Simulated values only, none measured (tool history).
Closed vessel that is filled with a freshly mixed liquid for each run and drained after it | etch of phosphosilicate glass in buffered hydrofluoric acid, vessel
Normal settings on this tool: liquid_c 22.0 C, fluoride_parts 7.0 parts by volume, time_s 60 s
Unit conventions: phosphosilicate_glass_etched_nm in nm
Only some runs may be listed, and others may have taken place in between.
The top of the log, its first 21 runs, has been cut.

run	hour	liquid_c	fluoride_parts	time_s	wafers since the last listed run	hours since the thermometer was replaced	hours since the hydrofluoric acid flow meter was replaced	hours since the gauge calibration	read-back film thickness of the phosphosilicate glass reference wafer, read on the same gauge (nm)	phosphosilicate_glass_etched_nm
# hour 541.6: gauge calibrated
22	546.4	18.0	9.0	90	1822	176.9	153.8	4.8	140.02	345.29
23	573.3	18.0	7.0	80	1892	203.8	180.7	31.7	139.99	396.11
24	597.5	25.5	7.0	60	1702	228.0	204.9	55.9	139.96	453.39
25	627.6	19.0	9.0	70	2117	258.1	235.0	86.0	140.02	282.18
26	644.9	22.0	7.0	60	1217	275.4	252.3	103.3	139.97	369.00
27	666.0	20.0	7.0	60	1484	296.5	273.4	124.4	140.01	331.64
28	742.9	18.5	7.0	60	5410	373.4	350.3	201.3	139.99	301.39
29	770.8	22.0	7.0	60	1963	401.3	378.2	229.2	140.00	367.98
30	805.3	22.0	9.5	60	2427	435.8	412.7	263.7	140.02	272.84
31	829.8	23.5	5.0	30	1723	460.3	437.2	288.2	140.03	266.31
32	861.4	25.5	7.0	60	2223	491.9	468.8	319.8	139.96	438.12

Branching from run 32: 4 alternative next runs. What would each branch give?
A	862.1	22.0	7.0	60	49	492.6	469.5	320.5	?	?
B	862.1	24.0	9.5	30	49	492.6	469.5	320.5	?	?
C	862.1	24.5	5.0	60	49	492.6	469.5	320.5	?	?
D	862.1	17.0	5.0	60	49	492.6	469.5	320.5	?	?

run	read-back film thickness of the phosphosilicate glass reference wafer, read on the same gauge (nm)	phosphosilicate_glass_etched_nm
A	140.01	369.15
B	140.01	153.90
C	140.01	568.70
D	140.01	374.89
The same runs, with their run-to-run variation unchanged, on a tool lacking any hidden condition would have given:
run	phosphosilicate_glass_etched_nm
A	382.31
B	157.08
C	584.49
D	385.34
